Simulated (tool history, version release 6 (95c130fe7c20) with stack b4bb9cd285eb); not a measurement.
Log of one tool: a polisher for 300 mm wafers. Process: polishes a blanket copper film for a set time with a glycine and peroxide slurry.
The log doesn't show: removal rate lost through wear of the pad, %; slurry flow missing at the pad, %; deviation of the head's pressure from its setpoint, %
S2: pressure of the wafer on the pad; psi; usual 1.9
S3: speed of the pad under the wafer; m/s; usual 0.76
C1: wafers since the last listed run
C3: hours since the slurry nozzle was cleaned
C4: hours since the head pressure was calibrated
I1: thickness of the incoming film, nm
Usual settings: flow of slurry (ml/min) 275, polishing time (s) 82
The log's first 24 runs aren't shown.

-- day=82.129 worn pad replaced by a new one
run 25 day=83.475 | flow_of_slurry_(ml/min)=275 S2=2.3 S3=0.76 polishing_time_(s)=99 | C1=982 wafers_polished_on_this_pad=332 C3=391 C4=711 | I1=1251.9 | film_removed_(angstrom)=3993
run 26 day=85.975 | flow_of_slurry_(ml/min)=275 S2=1.9 S3=0.76 polishing_time_(s)=82 | C1=618 wafers_polished_on_this_pad=950 C3=451 C4=771 | I1=1253.9 | film_removed_(angstrom)=2852
-- day=89.4 head pressure recalibrated
run 27 day=90.05 | flow_of_slurry_(ml/min)=275 S2=1.9 S3=0.66 polishing_time_(s)=82 | C1=986 wafers_polished_on_this_pad=1937 C3=548.8 C4=15.6 | I1=1258.4 | film_removed_(angstrom)=2628
run 28 day=93.075 | flow_of_slurry_(ml/min)=190 S2=1.9 S3=1.02 polishing_time_(s)=82 | C1=747 wafers_polished_on_this_pad=2685 C3=621.4 C4=88.2 | I1=1258.3 | film_removed_(angstrom)=3296
run 29 day=95.204 | flow_of_slurry_(ml/min)=275 S2=1.9 S3=0.76 polishing_time_(s)=97 | C1=526 wafers_polished_on_this_pad=3211 C3=672.5 C4=139.3 | I1=1264.6 | film_removed_(angstrom)=3398
run 30 day=97.646 | flow_of_slurry_(ml/min)=275 S2=1.9 S3=0.76 polishing_time_(s)=82 | C1=603 wafers_polished_on_this_pad=3815 C3=731.1 C4=197.9 | I1=1274.1 | film_removed_(angstrom)=2854
-- day=99.712 slurry nozzle cleaned
run 31 day=100.275 | flow_of_slurry_(ml/min)=330 S2=1.9 S3=0.54 polishing_time_(s)=97 | C1=639 wafers_polished_on_this_pad=4455 C3=13.5 C4=261 | I1=1261.4 | film_removed_(angstrom)=2832
run 32 day=104.279 | flow_of_slurry_(ml/min)=275 S2=2.5 S3=0.76 polishing_time_(s)=89 | C1=989 wafers_polished_on_this_pad=5444 C3=109.6 C4=357.1 | I1=1234.2 | film_removed_(angstrom)=3729
-- day=112.229 worn pad replaced by a new one
run 33 day=114.2 | flow_of_slurry_(ml/min)=275 S2=2.1 S3=0.76 polishing_time_(s)=96 | C1=2411 wafers_polished_on_this_pad=487 C3=347.7 C4=595.2 | I1=1235.4 | film_removed_(angstrom)=3589
-- day=117.079 head pressure recalibrated
run 34 day=118.288 | flow_of_slurry_(ml/min)=275 S2=1.9 S3=0.92 polishing_time_(s)=72 | C1=989 wafers_polished_on_this_pad=1477 C3=445.8 C4=29 | I1=1259.5 | film_removed_(angstrom)=2851
run 35 day=123.342 | flow_of_slurry_(ml/min)=275 S2=1.3 S3=1 polishing_time_(s)=93 | C1=1249 wafers_polished_on_this_pad=2726 C3=567.1 C4=150.3 | I1=1228.4 | film_removed_(angstrom)=2973
run 36 day=126.767 | flow_of_slurry_(ml/min)=275 S2=1.7 S3=1 polishing_time_(s)=82 | C1=846 wafers_polished_on_this_pad=3573 C3=649.3 C4=232.5 | I1=1243.8 | film_removed_(angstrom)=3102
run 37 day=128.942 | flow_of_slurry_(ml/min)=275 S2=1.5 S3=0.58 polishing_time_(s)=102 | C1=537 wafers_polished_on_this_pad=4110 C3=701.5 C4=284.7 | I1=1228.7 | film_removed_(angstrom)=2609
run 38 day=132.121 | flow_of_slurry_(ml/min)=215 S2=2.5 S3=0.6 polishing_time_(s)=82 | C1=785 wafers_polished_on_this_pad=4896 C3=777.8 C4=361 | I1=1256.1 | film_removed_(angstrom)=2947

3 ways to go on from here, each from the tool as it stands after run 38. What would each give?
run A day=132.142 | flow_of_slurry_(ml/min)=275 S2=1.9 S3=0.76 polishing_time_(s)=109 | C1=5 wafers_polished_on_this_pad=4901 C3=778.3 C4=361.5 | I1=1261.3 | film_removed_(angstrom)=?
run B day=132.142 | flow_of_slurry_(ml/min)=355 S2=1.9 S3=1 polishing_time_(s)=75 | C1=5 wafers_polished_on_this_pad=4901 C3=778.3 C4=361.5 | I1=1261.3 | film_removed_(angstrom)=?
run C day=132.142 | flow_of_slurry_(ml/min)=185 S2=1.9 S3=0.76 polishing_time_(s)=82 | C1=5 wafers_polished_on_this_pad=4901 C3=778.3 C4=361.5 | I1=1261.3 | film_removed_(angstrom)=?

run=A film_removed_(angstrom)=3752
run=B film_removed_(angstrom)=3112
run=C film_removed_(angstrom)=2721
Without the tool's hidden state the same runs would have given:
run=A film_removed_(angstrom)=3831
run=B film_removed_(angstrom)=3177
run=C film_removed_(angstrom)=2778

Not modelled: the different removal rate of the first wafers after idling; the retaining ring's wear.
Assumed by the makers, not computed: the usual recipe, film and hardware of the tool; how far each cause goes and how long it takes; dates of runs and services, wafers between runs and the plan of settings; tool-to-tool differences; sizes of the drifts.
